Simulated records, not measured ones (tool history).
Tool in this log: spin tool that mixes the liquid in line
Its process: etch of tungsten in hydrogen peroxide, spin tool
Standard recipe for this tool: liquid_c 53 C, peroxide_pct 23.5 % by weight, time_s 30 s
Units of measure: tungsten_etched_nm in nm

run,day,liquid_c,peroxide_pct,time_s,"read-back film thickness of the tungsten reference wafer, read on the same gauge (nm)",tungsten_etched_nm
1,0,53,23.5,30,119.99,79.28
2,2.788,53,23.5,40,120,104.42
# day 4.075: gauge calibrated
3,7.204,53,23.5,40,119.99,103.44
4,10.221,53,23.5,40,119.98,104.43
5,12.333,56,23.5,15,120.02,46.36
6,16.242,53,23.5,40,120.02,101.86
7,20.129,53,23.5,15,119.99,38.34
8,22.4,53,23.5,30,120.01,76.39
# day 25.521: peroxide flow meter replaced
# day 26.542: new drum of peroxide connected
9,28.088,46.5,20.5,20,119.98,33.23
10,30.117,50.5,30,15,120,38.46
11,32.542,47.5,19.5,45,120.03,77.48
12,36.2,53,23.5,30,120,78.56
13,39.875,63,27,15,120.03,74.16
# day 40.112: heated supply line repaired
14,42.983,47,29,30,120,59.85
15,46.796,47.5,28.5,30,119.98,60.89
# day 50.017: peroxide flow meter replaced
16,51.288,50.5,30,15,119.96,37.16
# day 52.771: thermometer replaced
17,55.408,48,19.5,20,120,33.73
# day 56.096: new drum of peroxide connected
18,61.179,53,23.5,30,119.98,78.96
19,62.946,53,23.5,30,120,78.2
20,73.583,53,23.5,30,120.04,77.98
21,75.246,53,18,15,120,33.72
22,76.858,57.5,23.5,45,120.02,150.39
23,80.675,45,26.5,20,120,33.16
# day 80.996: peroxide flow meter replaced
24,82.796,53,17,20,119.99,43.6
# day 84.588: new drum of peroxide connected
25,86.529,53,27,40,120,113.35

Alternative continuations, all from the tool just after run 25; predict every row:
A,86.546,53,23.5,30,?,?
B,86.546,53,30,30,?,?
C,86.546,49,26.5,45,?,?
D,86.546,53,18,45,?,?
E,86.546,55.5,23.5,30,?,?

run,"read-back film thickness of the tungsten reference wafer, read on the same gauge (nm)",tungsten_etched_nm
A,119.98,78.95
B,119.98,89.2
C,119.98,98.63
D,119.98,103.64
E,119.98,91.62
Without the tool's unlogged condition, the same runs would have read:
run,tungsten_etched_nm
A,79.24
B,89.53
C,99
D,104.03
E,91.96
